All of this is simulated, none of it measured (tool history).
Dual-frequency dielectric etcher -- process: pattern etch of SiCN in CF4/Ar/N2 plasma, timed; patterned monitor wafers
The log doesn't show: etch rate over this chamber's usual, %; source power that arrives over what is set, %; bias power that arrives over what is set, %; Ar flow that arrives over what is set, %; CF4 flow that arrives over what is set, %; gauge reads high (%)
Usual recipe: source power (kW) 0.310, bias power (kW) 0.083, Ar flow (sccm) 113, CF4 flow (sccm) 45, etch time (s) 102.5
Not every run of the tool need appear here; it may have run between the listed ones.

| run | hour | source power (kW) | bias power (kW) | Ar flow (sccm) | CF4 flow (sccm) | etch time (s) | wafers since the last listed run | hours since the last wet clean | hours since the last source power generator calibration | hours since the last bias power generator calibration | hours since the last Ar flow controller change | hours since the last CF4 flow controller change | hours since the last upper electrode change | hours since the gauge calibration | read-back reference wafer on the same gauge, depth_nm | mean etch depth across the wafer (Å) |
|---|---|---|---|---|---|---|---|---|---|---|---|---|---|---|---|---|
| 1 | 0.0 | 0.310 | 0.083 | 113 | 45 | 102.5 | 0 | 221.8 | 1811.9 | 2662.8 | 5013.7 | 4433.2 | 3343.7 | 112.3 | 48.7 | 577 |
| 2 | 58.6 | 0.310 | 0.083 | 113 | 45 | 102.5 | 465 | 280.4 | 1870.5 | 2721.4 | 5072.3 | 4491.8 | 3402.3 | 170.9 | 48.9 | 575 |
| 3 | 98.6 | 0.310 | 0.083 | 113 | 45 | 102.5 | 318 | 320.4 | 1910.5 | 2761.4 | 5112.3 | 4531.8 | 3442.3 | 210.9 | 48.9 | 579 |
| 4 | 160.2 | 0.310 | 0.083 | 113 | 45 | 102.5 | 489 | 382.0 | 1972.1 | 2823.0 | 5173.9 | 4593.4 | 3503.9 | 272.5 | 49.1 | 579 |
| 5 | 217.8 | 0.310 | 0.083 | 113 | 45 | 102.5 | 457 | 439.6 | 2029.7 | 2880.6 | 5231.5 | 4651.0 | 3561.5 | 330.1 | 49.2 | 582 |
|  | 236.9 | CF4 flow controller replaced |
| 6 | 256.3 | 0.310 | 0.083 | 113 | 45 | 102.5 | 258 | 478.1 | 2068.2 | 2919.1 | 5270.0 | 19.4 | 3600.0 | 368.6 | 49.4 | 583 |
|  | 289.0 | Ar flow controller replaced |
|  | 300.2 | gauge calibrated |
| 7 | 307.5 | 0.310 | 0.083 | 113 | 45 | 102.5 | 359 | 529.3 | 2119.4 | 2970.3 | 18.5 | 70.6 | 3651.2 | 7.3 | 48.7 | 575 |
| 8 | 373.4 | 0.310 | 0.083 | 113 | 48 | 82.5 | 523 | 595.2 | 2185.3 | 3036.2 | 84.4 | 136.5 | 3717.1 | 73.2 | 48.8 | 468 |
|  | 411.0 | wet clean of the chamber |
|  | 431.0 | upper electrode replaced |
| 9 | 431.5 | 0.310 | 0.083 | 113 | 45 | 102.5 | 112 | 20.5 | 2243.4 | 3094.3 | 142.5 | 194.6 | 0.5 | 131.3 | 48.9 | 577 |
| 10 | 438.5 | 0.310 | 0.100 | 113 | 45 | 102.5 | 55 | 27.5 | 2250.4 | 3101.3 | 149.5 | 201.6 | 7.5 | 138.3 | 48.8 | 616 |
|  | 459.2 | bias power generator calibrated |
| 11 | 476.5 | 0.280 | 0.083 | 122 | 41 | 102.5 | 270 | 65.5 | 2288.4 | 17.3 | 187.5 | 239.6 | 45.5 | 176.3 | 48.9 | 516 |
|  | 525.6 | source power generator calibrated |
| 12 | 543.3 | 0.240 | 0.083 | 113 | 35 | 114.0 | 499 | 132.3 | 17.7 | 84.1 | 254.3 | 306.4 | 112.3 | 243.1 | 49.0 | 498 |
| 13 | 599.3 | 0.310 | 0.083 | 125 | 45 | 102.5 | 445 | 188.3 | 73.7 | 140.1 | 310.3 | 362.4 | 168.3 | 299.1 | 49.2 | 578 |
| 14 | 634.0 | 0.310 | 0.083 | 113 | 45 | 102.5 | 275 | 223.0 | 108.4 | 174.8 | 345.0 | 397.1 | 203.0 | 333.8 | 49.3 | 582 |
|  | 674.4 | gauge calibrated |
| 15 | 674.7 | 0.310 | 0.083 | 130 | 45 | 102.5 | 323 | 263.7 | 149.1 | 215.5 | 385.7 | 437.8 | 243.7 | 0.3 | 48.8 | 572 |
| 16 | 739.0 | 0.310 | 0.083 | 113 | 45 | 102.5 | 511 | 328.0 | 213.4 | 279.8 | 450.0 | 502.1 | 308.0 | 64.6 | 48.8 | 577 |
| 17 | 786.9 | 0.310 | 0.067 | 88 | 56 | 102.5 | 380 | 375.9 | 261.3 | 327.7 | 497.9 | 550.0 | 355.9 | 112.5 | 48.9 | 575 |

Branching from run 17: 4 alternative next runs. What would each branch give?
| A | 787.3 | 0.310 | 0.083 | 113 | 45 | 102.5 | 3 | 376.3 | 261.7 | 328.1 | 498.3 | 550.4 | 356.3 | 112.9 | ? | ? |
| B | 787.3 | 0.310 | 0.083 | 124 | 45 | 110.5 | 3 | 376.3 | 261.7 | 328.1 | 498.3 | 550.4 | 356.3 | 112.9 | ? | ? |
| C | 787.3 | 0.310 | 0.083 | 113 | 55 | 102.5 | 3 | 376.3 | 261.7 | 328.1 | 498.3 | 550.4 | 356.3 | 112.9 | ? | ? |
| D | 787.3 | 0.310 | 0.089 | 113 | 35 | 93.0 | 3 | 376.3 | 261.7 | 328.1 | 498.3 | 550.4 | 356.3 | 112.9 | ? | ? |

| run | read-back reference wafer on the same gauge, depth_nm | mean etch depth across the wafer (Å) |
|---|---|---|
| A | 48.9 | 572 |
| B | 48.9 | 612 |
| C | 48.9 | 593 |
| D | 48.9 | 508 |
What these runs would have given with no unlogged condition in the tool:
| run | mean etch depth across the wafer (Å) |
|---|---|
| A | 570 |
| B | 610 |
| C | 591 |
| D | 506 |

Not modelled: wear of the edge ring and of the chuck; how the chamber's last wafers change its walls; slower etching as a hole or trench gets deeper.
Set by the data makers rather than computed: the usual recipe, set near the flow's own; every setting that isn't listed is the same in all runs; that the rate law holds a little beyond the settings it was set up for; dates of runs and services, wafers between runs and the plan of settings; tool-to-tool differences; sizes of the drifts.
